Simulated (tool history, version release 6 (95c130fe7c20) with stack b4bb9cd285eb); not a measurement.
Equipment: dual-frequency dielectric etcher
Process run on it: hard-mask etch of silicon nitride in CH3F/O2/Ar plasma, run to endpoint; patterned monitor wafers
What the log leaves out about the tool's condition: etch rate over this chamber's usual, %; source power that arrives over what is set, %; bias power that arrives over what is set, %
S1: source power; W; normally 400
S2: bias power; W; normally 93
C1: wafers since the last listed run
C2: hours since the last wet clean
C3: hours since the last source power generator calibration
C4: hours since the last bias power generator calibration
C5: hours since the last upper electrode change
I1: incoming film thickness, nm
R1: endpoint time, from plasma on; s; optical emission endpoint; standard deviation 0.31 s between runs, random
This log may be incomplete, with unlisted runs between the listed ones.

Run 1, day 0: usual settings but S1 470 W; C1 0; C2 212.4; C3 2906; C4 4010.1; C5 2551.1; I1 49.59. Result: R1 60.3 s.
Run 2, day 1.742: usual settings but S1 470 W; C1 537; C2 254.2; C3 2947.8; C4 4051.9; C5 2592.9; I1 50.05. Result: R1 60.6 s.
Run 3, day 4.442: usual settings but S1 460 W; C1 833; C2 319; C3 3012.6; C4 4116.7; C5 2657.7; I1 50.16. Result: R1 61.3 s.
Run 4, day 7.717: usual settings; C1 1010; C2 397.6; C3 3091.2; C4 4195.3; C5 2736.3; I1 49.52. Result: R1 64 s.
At day 9.388: wet clean of the chamber.
Run 5, day 9.808: usual settings; C1 336; C2 10.1; C3 3141.4; C4 4245.5; C5 2786.5; I1 49.91. Result: R1 65.1 s.
Run 6, day 12.954: usual settings but S1 450 W, S2 110 W; C1 971; C2 85.6; C3 3216.9; C4 4321; C5 2862; I1 49.68. Result: R1 58.5 s.
Run 7, day 16.179: usual settings but S1 450 W, S2 110 W; C1 995; C2 163; C3 3294.3; C4 4398.4; C5 2939.4; I1 49.5. Result: R1 57.8 s.
Run 8, day 19.775: usual settings but S1 450 W, S2 110 W; C1 1109; C2 249.3; C3 3380.6; C4 4484.7; C5 3025.7; I1 49.69. Result: R1 57.4 s.
At day 26.546: wet clean of the chamber.
Run 9, day 26.567: usual settings but S1 350 W; C1 1787; C2 0.5; C3 3543.6; C4 4647.7; C5 3188.7; I1 49.59. Result: R1 67.9 s.
At day 27.854: source power generator calibrated.
Run 10, day 28.004: usual settings but S1 350 W; C1 392; C2 35; C3 3.6; C4 4682.2; C5 3223.2; I1 49.73. Result: R1 67.9 s.
At day 30.096: bias power generator calibrated.
Run 11, day 32.346: usual settings but S1 350 W; C1 1288; C2 139.2; C3 107.8; C4 54; C5 3327.4; I1 49.82. Result: R1 68.2 s.
Run 12, day 33.983: usual settings but S1 470 W; C1 505; C2 178.5; C3 147.1; C4 93.3; C5 3366.7; I1 50.11. Result: R1 60.9 s.
At day 35.075: upper electrode replaced.
Run 13, day 37.933: usual settings; C1 910; C2 273.3; C3 241.9; C4 188.1; C5 68.6; I1 50.26. Result: R1 64.8 s.

What does the tool deliver on the next run?
Run 14, day 39.808: usual settings but S1 320 W; C1 578; C2 318.3; C3 286.9; C4 233.1; C5 113.6; I1 49.72. Result: R1 ?.

{"run 14": {"R1": 70.2}}
On a tool with no hidden condition, and with the same random variation, this run would have come out at R1 71.3 s.

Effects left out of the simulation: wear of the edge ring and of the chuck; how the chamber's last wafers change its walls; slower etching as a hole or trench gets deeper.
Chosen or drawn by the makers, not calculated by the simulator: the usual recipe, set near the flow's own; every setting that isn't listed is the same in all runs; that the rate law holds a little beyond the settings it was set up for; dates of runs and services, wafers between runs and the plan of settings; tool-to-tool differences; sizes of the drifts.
